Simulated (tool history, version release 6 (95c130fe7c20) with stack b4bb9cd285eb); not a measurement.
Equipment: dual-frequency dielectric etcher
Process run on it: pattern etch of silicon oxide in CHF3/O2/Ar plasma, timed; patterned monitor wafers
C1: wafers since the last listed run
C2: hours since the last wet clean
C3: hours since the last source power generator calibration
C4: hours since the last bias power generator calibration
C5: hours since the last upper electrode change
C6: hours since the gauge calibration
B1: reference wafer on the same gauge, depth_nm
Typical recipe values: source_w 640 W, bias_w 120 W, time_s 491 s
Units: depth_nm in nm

{"run": 1, "day": 0.0, "source_w": 640, "bias_w": 141, "time_s": 491, "C1": 0, "C2": 130.4, "C3": 1024.8, "C4": 3496.7, "C5": 2705.8, "C6": 585.2, "B1": 960.7, "depth_nm": 848.1}
{"run": 2, "day": 1.642, "source_w": 640, "bias_w": 141, "time_s": 491, "C1": 98, "C2": 169.8, "C3": 1064.2, "C4": 3536.1, "C5": 2745.2, "C6": 624.6, "B1": 958.9, "depth_nm": 846.5}
{"run": 3, "day": 3.854, "source_w": 640, "bias_w": 141, "time_s": 491, "C1": 132, "C2": 222.9, "C3": 1117.3, "C4": 3589.2, "C5": 2798.3, "C6": 677.7, "B1": 958.3, "depth_nm": 845}
{"run": 4, "day": 5.304, "source_w": 640, "bias_w": 120, "time_s": 491, "C1": 86, "C2": 257.7, "C3": 1152.1, "C4": 3624, "C5": 2833.1, "C6": 712.5, "B1": 959.5, "depth_nm": 799.4}
{"run": 5, "day": 8.258, "source_w": 640, "bias_w": 120, "time_s": 491, "C1": 176, "C2": 328.6, "C3": 1223, "C4": 3694.9, "C5": 2904, "C6": 783.4, "B1": 959.1, "depth_nm": 800.1}
{"run": 6, "day": 9.742, "source_w": 640, "bias_w": 120, "time_s": 491, "C1": 88, "C2": 364.2, "C3": 1258.6, "C4": 3730.5, "C5": 2939.6, "C6": 819, "B1": 959.9, "depth_nm": 793.6}
{"run": 7, "day": 11.671, "source_w": 640, "bias_w": 120, "time_s": 491, "C1": 115, "C2": 410.5, "C3": 1304.9, "C4": 3776.8, "C5": 2985.9, "C6": 865.3, "B1": 959.5, "depth_nm": 791.6}
{"run": 8, "day": 13.533, "source_w": 720, "bias_w": 120, "time_s": 491, "C1": 111, "C2": 455.2, "C3": 1349.6, "C4": 3821.5, "C5": 3030.6, "C6": 910, "B1": 958.8, "depth_nm": 835.2}
{"run": 9, "day": 15.558, "source_w": 720, "bias_w": 120, "time_s": 491, "C1": 120, "C2": 503.8, "C3": 1398.2, "C4": 3870.1, "C5": 3079.2, "C6": 958.6, "B1": 958.7, "depth_nm": 832.1}
{"day": 17.592, "done": "wet clean of the chamber"}
{"run": 10, "day": 17.95, "source_w": 720, "bias_w": 120, "time_s": 491, "C1": 83, "C2": 8.6, "C3": 1455.6, "C4": 3927.5, "C5": 3136.6, "C6": 1016, "B1": 957.3, "depth_nm": 853.8}
{"run": 11, "day": 20.825, "source_w": 640, "bias_w": 120, "time_s": 491, "C1": 171, "C2": 77.6, "C3": 1524.6, "C4": 3996.5, "C5": 3205.6, "C6": 1085, "B1": 958.6, "depth_nm": 804.4}
{"run": 12, "day": 21.871, "source_w": 600, "bias_w": 137, "time_s": 565, "C1": 62, "C2": 102.7, "C3": 1549.7, "C4": 4021.6, "C5": 3230.7, "C6": 1110.1, "B1": 958.6, "depth_nm": 930.5}
{"day": 26.121, "done": "source power generator calibrated"}
{"run": 13, "day": 27.154, "source_w": 640, "bias_w": 120, "time_s": 491, "C1": 305, "C2": 229.5, "C3": 24.8, "C4": 4148.4, "C5": 3357.5, "C6": 1236.9, "B1": 959.9, "depth_nm": 809.5}
{"day": 27.921, "done": "gauge calibrated"}
{"run": 14, "day": 29.179, "source_w": 770, "bias_w": 138, "time_s": 424.5, "C1": 120, "C2": 278.1, "C3": 73.4, "C4": 4197, "C5": 3406.1, "C6": 30.2, "B1": 959.5, "depth_nm": 787.9}
{"day": 30.646, "done": "upper electrode replaced"}
{"run": 15, "day": 30.754, "source_w": 580, "bias_w": 147, "time_s": 431.5, "C1": 34, "C2": 315.9, "C3": 111.2, "C4": 4234.8, "C5": 2.6, "C6": 68, "B1": 958.9, "depth_nm": 719.1}
{"run": 16, "day": 33.458, "source_w": 760, "bias_w": 96, "time_s": 443.5, "C1": 161, "C2": 380.8, "C3": 176.1, "C4": 4299.7, "C5": 67.5, "C6": 132.9, "B1": 959, "depth_nm": 738.1}
{"run": 17, "day": 36.392, "source_w": 640, "bias_w": 95, "time_s": 491, "C1": 175, "C2": 451.2, "C3": 246.5, "C4": 4370.1, "C5": 137.9, "C6": 203.3, "B1": 959, "depth_nm": 753.2}
{"run": 18, "day": 38.417, "source_w": 520, "bias_w": 91, "time_s": 374.5, "C1": 120, "C2": 499.8, "C3": 295.1, "C4": 4418.7, "C5": 186.5, "C6": 251.9, "B1": 959.9, "depth_nm": 510.9}
{"day": 39.838, "done": "bias power generator calibrated"}
{"run": 19, "day": 41.383, "source_w": 710, "bias_w": 145, "time_s": 379, "C1": 167, "C2": 571, "C3": 366.3, "C4": 37.1, "C5": 257.7, "C6": 323.1, "B1": 960.4, "depth_nm": 672.8}
{"day": 43.654, "done": "wet clean of the chamber"}
{"run": 20, "day": 44.162, "source_w": 640, "bias_w": 120, "time_s": 491, "C1": 106, "C2": 12.2, "C3": 433, "C4": 103.8, "C5": 324.4, "C6": 389.8, "B1": 959.7, "depth_nm": 810.3}
{"run": 21, "day": 46.767, "source_w": 640, "bias_w": 145, "time_s": 576.5, "C1": 155, "C2": 74.7, "C3": 495.5, "C4": 166.3, "C5": 386.9, "C6": 452.3, "B1": 959.7, "depth_nm": 1002.6}
{"run": 22, "day": 49.433, "source_w": 640, "bias_w": 147, "time_s": 533.5, "C1": 159, "C2": 138.7, "C3": 559.5, "C4": 230.3, "C5": 450.9, "C6": 516.3, "B1": 957.8, "depth_nm": 929.3}
{"run": 23, "day": 52.079, "source_w": 740, "bias_w": 120, "time_s": 629.5, "C1": 157, "C2": 202.2, "C3": 623, "C4": 293.8, "C5": 514.4, "C6": 579.8, "B1": 958.3, "depth_nm": 1099.1}

Below, each run's measurement less what the same run would have read without the hidden state. Both values contain the same run-to-run variation, but the gauge's scatter may not be the same in both:
Hidden state at play: etch rate over this chamber's usual, %; source power that arrives over what is set, %; bias power that arrives over what is set, %; gauge reads high (%).
run=1 depth_nm=-7.7
run=2 depth_nm=-9.8
run=3 depth_nm=-12.8
run=4 depth_nm=-13.9
run=5 depth_nm=-17.8
run=6 depth_nm=-19.6
run=7 depth_nm=-22.1
run=8 depth_nm=-26
run=9 depth_nm=-28.8
run=10 depth_nm=-10.8
run=11 depth_nm=-14.1
run=12 depth_nm=-17.9
run=13 depth_nm=-8.9
run=14 depth_nm=-10.7
run=15 depth_nm=-11.1
run=16 depth_nm=-13.9
run=17 depth_nm=-17.1
run=18 depth_nm=-13
run=19 depth_nm=-19.8
run=20 depth_nm=-2.1
run=21 depth_nm=-6.1
run=22 depth_nm=-9
run=23 depth_nm=-14.8
